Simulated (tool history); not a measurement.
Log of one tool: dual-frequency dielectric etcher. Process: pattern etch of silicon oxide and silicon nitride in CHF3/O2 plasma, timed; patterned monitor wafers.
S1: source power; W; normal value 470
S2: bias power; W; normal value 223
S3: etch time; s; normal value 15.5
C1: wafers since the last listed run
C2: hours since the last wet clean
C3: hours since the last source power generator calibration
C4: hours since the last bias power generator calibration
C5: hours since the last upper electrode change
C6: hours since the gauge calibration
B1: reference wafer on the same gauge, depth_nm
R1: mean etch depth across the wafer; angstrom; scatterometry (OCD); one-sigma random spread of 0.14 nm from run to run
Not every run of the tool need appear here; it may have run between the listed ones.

run	hour	S1	S2	S3	C1	C2	C3	C4	C5	C6	B1	R1
1	0.0	470	223	15.5	0	283.7	1538.0	3836.1	4429.4	150.3	17.72	206.9
2	19.5	470	223	15.5	185	303.2	1557.5	3855.6	4448.9	169.8	17.69	203.3
3	53.5	470	223	15.5	323	337.2	1591.5	3889.6	4482.9	203.8	17.70	202.4
4	73.3	470	223	15.5	188	357.0	1611.3	3909.4	4502.7	223.6	17.71	203.1
5	99.2	470	223	15.5	246	382.9	1637.2	3935.3	4528.6	249.5	17.69	200.8
# hour 189.9: bias power generator calibrated
# hour 204.7: wet clean of the chamber
6	205.2	470	223	15.5	830	0.5	1743.2	15.3	4634.6	355.5	17.69	210.0
7	218.3	470	223	15.5	124	13.6	1756.3	28.4	4647.7	368.6	17.73	209.5
8	231.9	470	223	15.5	129	27.2	1769.9	42.0	4661.3	382.2	17.71	205.6
9	254.6	410	223	15.5	216	49.9	1792.6	64.7	4684.0	404.9	17.69	195.2
# hour 259.1: source power generator calibrated
10	276.5	470	173	19.0	170	71.8	17.4	86.6	4705.9	426.8	17.70	227.2
11	304.2	430	173	18.5	263	99.5	45.1	114.3	4733.6	454.5	17.69	212.9
# hour 311.4: gauge calibrated
# hour 336.1: upper electrode replaced
12	336.6	470	223	15.5	80	131.9	77.5	146.7	0.5	25.2	17.69	208.1
13	361.0	390	223	15.5	232	156.3	101.9	171.1	24.9	49.6	17.70	192.1
14	393.1	530	273	19.0	305	188.4	134.0	203.2	57.0	81.7	17.71	288.6
15	422.2	470	173	17.0	277	217.5	163.1	232.3	86.1	110.8	17.70	200.6
16	449.5	470	223	17.5	260	244.8	190.4	259.6	113.4	138.1	17.70	231.6

For each run, what was the tool's unlogged condition?
source power that arrives over what is set, %: 0 at every run
bias power that arrives over what is set, %: 0 at every run
gauge reads high (%): 0 at every run
H1: etch rate over this chamber's usual, %
run	H1
1	-2.41
2	-2.6
3	-2.92
4	-3.11
5	-3.36
6	0.156
7	0.0308
8	-0.0993
9	-0.316
10	-0.526
11	-0.791
12	-1.1
13	-1.33
14	-1.64
15	-1.92
16	-2.18
